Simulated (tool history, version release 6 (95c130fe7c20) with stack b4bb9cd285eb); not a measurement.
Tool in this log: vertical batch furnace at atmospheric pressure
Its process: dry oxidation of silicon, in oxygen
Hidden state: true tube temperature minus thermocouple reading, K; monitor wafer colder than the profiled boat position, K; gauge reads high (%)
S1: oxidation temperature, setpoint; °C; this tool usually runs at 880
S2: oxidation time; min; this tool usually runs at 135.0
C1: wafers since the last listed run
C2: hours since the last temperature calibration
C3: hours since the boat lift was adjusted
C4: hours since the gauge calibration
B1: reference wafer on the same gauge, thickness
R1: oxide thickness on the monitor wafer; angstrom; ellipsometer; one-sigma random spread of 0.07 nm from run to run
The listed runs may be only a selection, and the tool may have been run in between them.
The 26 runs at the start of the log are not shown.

| run | hour | S1 | S2 | C1 | C2 | C3 | C4 | B1 | R1 |
|---|---|---|---|---|---|---|---|---|---|
| 27 | 425.3 | 891 | 114.0 | 78 | 198.7 | 56.7 | 350.2 | 21.81 | 248.4 |
| 28 | 438.7 | 880 | 135.0 | 106 | 212.1 | 70.1 | 363.6 | 21.79 | 247.7 |
| 29 | 452.4 | 858 | 116.0 | 108 | 225.8 | 83.8 | 377.3 | 21.79 | 183.6 |
| 30 | 468.5 | 862 | 99.0 | 127 | 241.9 | 99.9 | 393.4 | 21.80 | 174.6 |
| 31 | 499.1 | 880 | 183.5 | 242 | 272.5 | 130.5 | 424.0 | 21.79 | 298.0 |
| 32 | 516.6 | 856 | 162.5 | 138 | 290.0 | 148.0 | 441.5 | 21.80 | 218.4 |
| 33 | 551.2 | 880 | 135.0 | 274 | 324.6 | 182.6 | 476.1 | 21.78 | 247.8 |
| 34 | 563.6 | 858 | 110.0 | 98 | 337.0 | 195.0 | 488.5 | 21.79 | 176.3 |
| 35 | 580.1 | 880 | 135.0 | 130 | 353.5 | 211.5 | 505.0 | 21.80 | 248.3 |
| 36 | 588.7 | 880 | 135.0 | 68 | 362.1 | 220.1 | 513.6 | 21.78 | 246.6 |
| 37 | 598.5 | 868 | 117.5 | 77 | 371.9 | 229.9 | 523.4 | 21.81 | 203.3 |
| 38 | 607.3 | 867 | 83.5 | 69 | 380.7 | 238.7 | 532.2 | 21.81 | 164.9 |

5 options for the next run, each taken on its own from the tool as it stands now. Forecast them:
| A | 612.8 | 880 | 195.0 | 43 | 386.2 | 244.2 | 537.7 | ? | ? |
| B | 612.8 | 889 | 99.0 | 43 | 386.2 | 244.2 | 537.7 | ? | ? |
| C | 612.8 | 896 | 179.0 | 43 | 386.2 | 244.2 | 537.7 | ? | ? |
| D | 612.8 | 900 | 97.5 | 43 | 386.2 | 244.2 | 537.7 | ? | ? |
| E | 612.8 | 859 | 135.0 | 43 | 386.2 | 244.2 | 537.7 | ? | ? |

| run | B1 | R1 |
|---|---|---|
| A | 21.80 | 309.0 |
| B | 21.80 | 221.9 |
| C | 21.80 | 344.8 |
| D | 21.80 | 243.7 |
| E | 21.80 | 200.3 |
Had the tool no hidden state, the same runs would have come out as:
| run | R1 |
|---|---|
| A | 310.5 |
| B | 222.9 |
| C | 346.5 |
| D | 244.8 |
| E | 201.2 |
